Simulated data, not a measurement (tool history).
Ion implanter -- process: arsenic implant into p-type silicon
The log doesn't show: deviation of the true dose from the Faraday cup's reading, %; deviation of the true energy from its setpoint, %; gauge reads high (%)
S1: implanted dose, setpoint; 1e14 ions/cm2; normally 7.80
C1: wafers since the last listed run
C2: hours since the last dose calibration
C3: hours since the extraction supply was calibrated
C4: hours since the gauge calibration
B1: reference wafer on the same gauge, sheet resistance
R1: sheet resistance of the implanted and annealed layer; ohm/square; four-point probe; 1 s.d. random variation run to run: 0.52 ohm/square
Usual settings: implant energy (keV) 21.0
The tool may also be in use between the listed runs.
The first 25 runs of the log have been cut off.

-- hour=1836.5 extraction supply calibrated
run 26 hour=1870.7 | S1=7.80 implant_energy_(keV)=15.5 | C1=2994 C2=754.7 C3=34.2 C4=774.0 | B1=133.97 | R1=149.68
run 27 hour=1926.4 | S1=9.93 implant_energy_(keV)=18.0 | C1=1846 C2=810.4 C3=89.9 C4=829.7 | B1=134.06 | R1=124.95
run 28 hour=1989.2 | S1=6.11 implant_energy_(keV)=25.5 | C1=2082 C2=873.2 C3=152.7 C4=892.5 | B1=133.97 | R1=165.25
run 29 hour=2060.6 | S1=6.57 implant_energy_(keV)=21.0 | C1=2367 C2=944.6 C3=224.1 C4=963.9 | B1=133.87 | R1=159.82
run 30 hour=2122.9 | S1=9.06 implant_energy_(keV)=21.0 | C1=2065 C2=1006.9 C3=286.4 C4=1026.2 | B1=133.85 | R1=129.04
run 31 hour=2183.2 | S1=9.60 implant_energy_(keV)=24.0 | C1=1999 C2=1067.2 C3=346.7 C4=1086.5 | B1=133.98 | R1=120.69
run 32 hour=2258.9 | S1=8.55 implant_energy_(keV)=21.0 | C1=2509 C2=1142.9 C3=422.4 C4=1162.2 | B1=133.80 | R1=132.08
run 33 hour=2305.6 | S1=6.55 implant_energy_(keV)=21.0 | C1=1548 C2=1189.6 C3=469.1 C4=1208.9 | B1=134.01 | R1=158.65
-- hour=2384.9 Faraday cup replaced and dose calibrated
run 34 hour=2396.6 | S1=7.80 implant_energy_(keV)=21.0 | C1=2752 C2=11.7 C3=560.1 C4=1299.9 | B1=133.89 | R1=145.68
run 35 hour=2480.9 | S1=7.80 implant_energy_(keV)=21.0 | C1=2795 C2=96.0 C3=644.4 C4=1384.2 | B1=134.16 | R1=144.77

Here are 4 independent what-if runs from the current tool condition. What would each one return?
run A hour=2481.3 | S1=7.80 implant_energy_(keV)=21.0 | C1=13 C2=96.4 C3=644.8 C4=1384.6 | B1=? | R1=?
run B hour=2481.3 | S1=9.32 implant_energy_(keV)=25.0 | C1=13 C2=96.4 C3=644.8 C4=1384.6 | B1=? | R1=?
run C hour=2481.3 | S1=6.13 implant_energy_(keV)=18.0 | C1=13 C2=96.4 C3=644.8 C4=1384.6 | B1=? | R1=?
run D hour=2481.3 | S1=6.90 implant_energy_(keV)=24.0 | C1=13 C2=96.4 C3=644.8 C4=1384.6 | B1=? | R1=?

run=A B1=134.00 R1=145.38
run=B B1=134.00 R1=125.26
run=C B1=134.00 R1=176.30
run=D B1=134.00 R1=155.06
The same runs, with their run-to-run variation unchanged, on a tool lacking any hidden condition would have given:
run=A R1=145.44
run=B R1=125.31
run=C R1=176.38
run=D R1=155.13

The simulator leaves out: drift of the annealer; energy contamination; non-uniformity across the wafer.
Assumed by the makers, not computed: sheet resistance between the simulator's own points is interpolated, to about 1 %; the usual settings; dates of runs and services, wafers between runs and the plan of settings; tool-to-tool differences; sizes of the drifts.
